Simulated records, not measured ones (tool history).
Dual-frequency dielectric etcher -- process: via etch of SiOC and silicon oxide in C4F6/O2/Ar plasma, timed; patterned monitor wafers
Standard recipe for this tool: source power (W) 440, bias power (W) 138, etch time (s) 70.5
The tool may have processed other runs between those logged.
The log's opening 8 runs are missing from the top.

run	day	source power (W)	bias power (W)	etch time (s)	read-back reference wafer on the same gauge, depth_nm	mean etch depth across the wafer (nm)
9	18.05	480	153	56.5	73	68.9
10	21.788	440	138	70.5	73.3	80.9
# day 24.1: upper electrode replaced, of another model than before
11	24.121	440	138	70.5	73.1	80.3
12	26.521	440	138	70.5	73.2	80.8
13	30.45	440	138	70.5	73.1	79.1
14	34.362	440	122	49.5	73.2	52.8
# day 36.583: wet clean of the chamber
15	36.604	440	138	70.5	73.2	81.7
16	37.425	540	151	78	73.2	99.1
17	39.458	410	161	65	73.2	78.9
18	41.983	350	138	58	73.3	62.9
19	44.246	500	119	62	73.3	69.4
20	46.267	410	124	89	73.2	94.4
21	49.712	380	158	86	73.2	100.3
22	52.304	540	118	87	73.2	97.5
23	56.8	440	138	70.5	73.2	80.4
24	60.217	440	138	52.5	73.1	59.7
# day 63.517: wet clean of the chamber
25	63.538	440	138	59.5	73.2	69.3
26	65.279	440	138	70.5	73.2	80.9
27	66.788	440	138	87.5	73.2	101.9
28	70.638	440	127	50	73.2	55.9
29	74.608	440	138	70.5	73.2	81.3
30	76.562	470	138	70.5	73.2	82

3 ways to go on from here, each from the tool as it stands after run 30. What would each give?
A	76.579	440	138	70.5	?	?
B	76.579	480	151	70.5	?	?
C	76.579	400	153	65	?	?

run	read-back reference wafer on the same gauge, depth_nm	mean etch depth across the wafer (nm)
A	73.2	80
B	73.2	85.2
C	73.2	75.3
The same runs, with their run-to-run variation unchanged, on a tool lacking any hidden condition would have given:
run	mean etch depth across the wafer (nm)
A	81
B	86.3
C	76.2
